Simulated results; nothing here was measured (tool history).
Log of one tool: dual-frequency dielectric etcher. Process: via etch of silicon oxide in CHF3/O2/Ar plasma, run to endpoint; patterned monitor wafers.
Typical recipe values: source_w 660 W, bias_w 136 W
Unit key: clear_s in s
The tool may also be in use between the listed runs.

run,day,source_w,bias_w,wafers since the last listed run,hours since the last wet clean,hours since the last source power generator calibration,hours since the last bias power generator calibration,hours since the last upper electrode change,"incoming incoming film thickness, nm",clear_s
1,0.000,660,136,0,323.5,3397.3,2198.1,3781.2,601.2,308.2
2,2.683,660,136,433,387.9,3461.7,2262.5,3845.6,601.0,304.8
3,5.129,660,136,395,446.6,3520.4,2321.2,3904.3,599.3,305.1
4,8.092,660,136,478,517.7,3591.5,2392.3,3975.4,602.9,306.4
# day 14.700: wet clean of the chamber
5,15.492,660,149,1034,19.0,3769.1,2569.9,4153.0,600.3,281.0
6,17.104,660,149,260,57.7,3807.8,2608.6,4191.7,606.3,283.3
7,18.762,660,136,267,97.5,3847.6,2648.4,4231.5,605.6,295.0
# day 20.129: source power generator calibrated
8,20.888,660,136,316,148.5,18.2,2699.4,4282.5,600.3,292.0
# day 22.062: wet clean of the chamber, repeated, since the last time left the tool worse
9,22.958,660,124,173,21.5,67.9,2749.1,4332.2,601.4,326.1
10,25.958,660,136,484,93.5,139.9,2821.1,4404.2,605.0,314.2
# day 27.721: bias power generator calibrated
11,28.308,570,136,352,149.9,196.3,14.1,4460.6,609.9,335.0
12,31.292,790,148,482,221.5,267.9,85.7,4532.2,599.1,275.8
# day 33.579: upper electrode replaced
13,33.600,790,147,211,276.9,323.3,141.1,0.5,598.8,274.4
14,34.821,660,159,197,306.2,352.6,170.4,29.8,604.0,293.2
15,37.588,660,136,447,372.6,419.0,236.8,96.2,601.2,305.3
16,38.846,810,136,203,402.8,449.2,267.0,126.4,603.3,280.0
17,41.538,760,136,434,467.4,513.8,331.6,191.0,605.9,288.7
18,43.204,660,136,269,507.4,553.8,371.6,231.0,606.7,305.7
19,44.542,660,136,216,539.5,585.9,403.7,263.1,610.0,307.6

Across each entry between runs, compare the hidden state at the last listed run before it with the hidden state at the first listed run after it:
Runs 4 to 5: wet clean of the chamber (day 14.700)
  etch rate over this chamber's usual, %: 2.51 -> 6.07
  difference, measured minus the result without the unlogged condition, clear_s: -7.7 -> -17.1 s
Runs 7 to 8: source power generator calibrated (day 20.129)
  etch rate over this chamber's usual, %: 6.49 -> 6.76
  difference, measured minus the result without the unlogged condition, clear_s: -19.1 -> -19.7 s
Runs 8 to 9: wet clean of the chamber, repeated, since the last time left the tool worse (day 22.062)
  etch rate over this chamber's usual, %: 6.76 -> -0.000836
  difference, measured minus the result without the unlogged condition, clear_s: -19.7 -> +0.0 s
Runs 10 to 11: bias power generator calibrated (day 27.721)
  etch rate over this chamber's usual, %: 0.382 -> 0.682
  difference, measured minus the result without the unlogged condition, clear_s: -1.2 -> -2.3 s
Runs 12 to 13: upper electrode replaced (day 33.579)
  etch rate over this chamber's usual, %: 1.06 -> 1.36
  difference, measured minus the result without the unlogged condition, clear_s: -2.9 -> -3.7 s
